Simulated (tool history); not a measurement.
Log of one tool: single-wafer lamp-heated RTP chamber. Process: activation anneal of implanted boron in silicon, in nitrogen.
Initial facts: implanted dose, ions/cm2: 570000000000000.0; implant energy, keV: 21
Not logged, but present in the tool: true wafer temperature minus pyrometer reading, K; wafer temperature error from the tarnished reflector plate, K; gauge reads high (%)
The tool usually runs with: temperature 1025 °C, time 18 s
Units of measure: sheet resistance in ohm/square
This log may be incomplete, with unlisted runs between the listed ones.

run	hour	temperature	time	wafers since the last listed run	wafers since the last pyrometer calibration	wafers since the reflector plate was cleaned	hours since the gauge calibration	read-back reference wafer on the same gauge, sheet resistance	sheet resistance
1	0	1013	18	0	5376	3589	983.5	205.92	186.93
2	34.4	1013	18	401	5778	3991	1017.9	206.16	186.71
3	105.9	1025	18	834	6613	4826	1089.4	206	185.37
4	166.8	1025	18	711	7324	5537	1150.3	206.21	185.57
5	216.3	1025	18	578	7902	6115	1199.8	206.13	185.1
# hour 236.2: pyrometer window cleaned and pyrometer calibrated
6	258.2	1025	18	395	257	6511	1241.7	206.13	185.09
7	299.5	1025	18	482	739	6993	1283	206.09	184.6
8	365.7	1025	25	773	1512	7766	1349.2	205.9	184.09
9	431.5	1002	15	768	2281	8535	1415	205.86	187.69
10	478.5	1025	18	548	2829	9084	1462	206.05	184.82
# hour 515.7: pyrometer window cleaned and pyrometer calibrated, repeated, since the last time left the tool worse
# hour 517.5: gauge calibrated
11	532.3	1025	18	534	193	9618	14.8	205.98	185.94
12	592.1	1025	12	698	891	10317	74.6	205.9	186.72
13	635.7	1025	18	509	1401	10826	118.2	205.86	186.08
14	688.2	1025	18	613	2014	11439	170.7	205.89	185
15	751.3	1025	18	736	2750	12176	233.8	206	185.43
16	818.8	1011	18	788	3539	12964	301.3	206.09	186.82
17	874	1038	11	644	4183	13609	356.5	205.95	184.93
18	905.7	1035	13	370	4554	13979	388.2	205.87	185.39
19	944.7	1002	13	455	5009	14434	427.2	205.98	189.4
20	978.8	1025	18	398	5407	14832	461.3	206.2	185.12
# hour 1037: reflector plate cleaned
21	1042.1	1025	18	645	6053	59	524.6	206.07	185.66
22	1076.3	1025	18	399	6452	458	558.8	206.09	184.91
23	1105.7	999	10	343	6796	802	588.2	205.96	190.76
# hour 1162.3: pyrometer window cleaned and pyrometer calibrated
24	1166.9	1025	18	621	53	1423	649.4	205.99	185.54
25	1219.1	1049	13	609	663	2032	701.6	205.92	184.36
26	1246	1025	18	314	977	2347	728.5	205.94	185.72
27	1296.6	1054	22	590	1568	2937	779.1	206.15	182.98
28	1345.7	1046	25	573	2141	3511	828.2	205.79	182.56
29	1397.9	1015	22	609	2751	4120	880.4	206.01	185.8
30	1430.2	1005	18	377	3128	4498	912.7	206.01	187.87
31	1477.6	1003	22	553	3681	5051	960.1	206.01	188.38
32	1537.4	1025	18	698	4380	5749	1019.9	206	184.99
33	1581.3	995	8	512	4892	6262	1063.8	206.03	192.92
34	1651	996	14	813	5706	7076	1133.5	206.04	190.22
35	1697.6	1001	22	544	6250	7620	1180.1	205.93	187.46
36	1737.5	1043	18	465	6716	8086	1220	206.06	183.53
# hour 1769.2: pyrometer window cleaned and pyrometer calibrated
37	1769.7	1025	21	282	6	8369	1252.2	205.95	185.06

Some steps in sheet resistance, run to run, broken into two amounts with sign: the step expected even without the hidden condition (settings, incoming material, random variation), and the rest, left for the hidden condition together with whatever gauge scatter is not in both the measured and the hidden-condition-free result:
Run 8 -> 9: temperature 1025 -> 1002, time 25 -> 15. sheet resistance +3.6 ohm/square: hidden state -1.94, all else +5.54.
Run 22 -> 23: temperature 1025 -> 999, time 18 -> 10. sheet resistance +5.85 ohm/square: hidden state -1.61, all else +7.46.
Run 23 -> 24: temperature 999 -> 1025, time 10 -> 18, pyrometer window cleaned and pyrometer calibrated. sheet resistance -5.22 ohm/square: hidden state +2.08, all else -7.3.
Run 32 -> 33: temperature 1025 -> 995, time 18 -> 8. sheet resistance +7.93 ohm/square: hidden state -2.56, all else +10.49.
